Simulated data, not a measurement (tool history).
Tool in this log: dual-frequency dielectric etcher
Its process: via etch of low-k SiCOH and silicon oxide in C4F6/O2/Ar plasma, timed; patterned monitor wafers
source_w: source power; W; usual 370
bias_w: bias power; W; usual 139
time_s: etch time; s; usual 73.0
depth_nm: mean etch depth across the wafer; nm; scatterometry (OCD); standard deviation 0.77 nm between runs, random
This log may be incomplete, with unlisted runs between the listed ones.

run	hour	source_w	bias_w	time_s	wafers since the last listed run	hours since the last wet clean	hours since the last source power generator calibration	hours since the last bias power generator calibration	hours since the last upper electrode change	hours since the gauge calibration	read-back reference wafer on the same gauge, depth_nm	depth_nm
1	0.0	410	157	73.0	0	201.8	3658.4	3930.6	3750.1	104.0	190.1	190.0
2	8.8	370	139	78.5	96	210.6	3667.2	3939.4	3758.9	112.8	190.1	193.7
3	26.6	370	139	78.5	196	228.4	3685.0	3957.2	3776.7	130.6	190.0	195.2
4	42.2	370	139	78.5	171	244.0	3700.6	3972.8	3792.3	146.2	190.1	195.9
5	56.9	370	139	73.0	161	258.7	3715.3	3987.5	3807.0	160.9	190.0	182.6
6	68.5	370	148	73.0	127	270.3	3726.9	3999.1	3818.6	172.5	189.9	182.5
7	77.3	370	139	73.0	96	279.1	3735.7	4007.9	3827.4	181.3	190.0	183.0
8	84.5	370	131	73.0	79	286.3	3742.9	4015.1	3834.6	188.5	190.1	180.7
# hour 118.7: upper electrode replaced
9	119.2	370	131	73.0	117	321.0	3777.6	4049.8	0.5	223.2	190.0	182.1
10	141.7	370	131	73.0	247	343.5	3800.1	4072.3	23.0	245.7	190.1	181.1
11	151.4	410	139	61.0	106	353.2	3809.8	4082.0	32.7	255.4	190.2	158.0
12	164.0	430	159	86.0	138	365.8	3822.4	4094.6	45.3	268.0	190.0	232.9
# hour 183.0: source power generator calibrated
13	183.5	370	139	73.0	170	385.3	0.5	4114.1	64.8	287.5	190.1	183.3
# hour 188.9: bias power generator calibrated
14	189.4	370	139	73.0	20	391.2	6.4	0.5	70.7	293.4	190.0	183.7
# hour 209.2: gauge calibrated
# hour 222.0: wet clean of the chamber
15	222.5	440	139	73.0	100	0.5	39.5	33.6	103.8	13.3	189.9	185.1
16	222.9	280	149	51.5	4	0.9	39.9	34.0	104.2	13.7	190.2	117.1
17	223.2	340	130	73.0	3	1.2	40.2	34.3	104.5	14.0	190.0	169.4
18	236.1	330	152	64.5	142	14.1	53.1	47.2	117.4	26.9	189.9	153.0
19	244.2	330	171	84.0	89	22.2	61.2	55.3	125.5	35.0	190.1	204.8
20	261.1	370	139	58.0	186	39.1	78.1	72.2	142.4	51.9	190.0	141.3
21	278.5	370	139	73.0	191	56.5	95.5	89.6	159.8	69.3	190.0	177.6
22	286.9	310	139	73.0	92	64.9	103.9	98.0	168.2	77.7	190.1	169.6

Hidden state or all else? Some run-to-run changes of depth_nm, split into what the settings, what came in and random variation would give without the hidden state, and what is left for the hidden state (with any gauge scatter that isn't in both results):
Unlogged tool condition in this case: etch rate over this chamber's usual, %; source power that arrives over what is set, %; bias power that arrives over what is set, %; gauge reads high (%).
Run 11 -> 12: source_w 410 -> 430, bias_w 139 -> 159, time_s 61.0 -> 86.0. depth_nm +74.9 nm: hidden state +3.5, all else +71.4.
Run 14 -> 15: source_w 370 -> 440, gauge calibrated, wet clean of the chamber. depth_nm +1.4 nm: hidden state -8.7, all else +10.1.
Run 15 -> 16: source_w 440 -> 280, bias_w 139 -> 149, time_s 73.0 -> 51.5. depth_nm -68.0 nm: hidden state +0.0, all else -68.0.
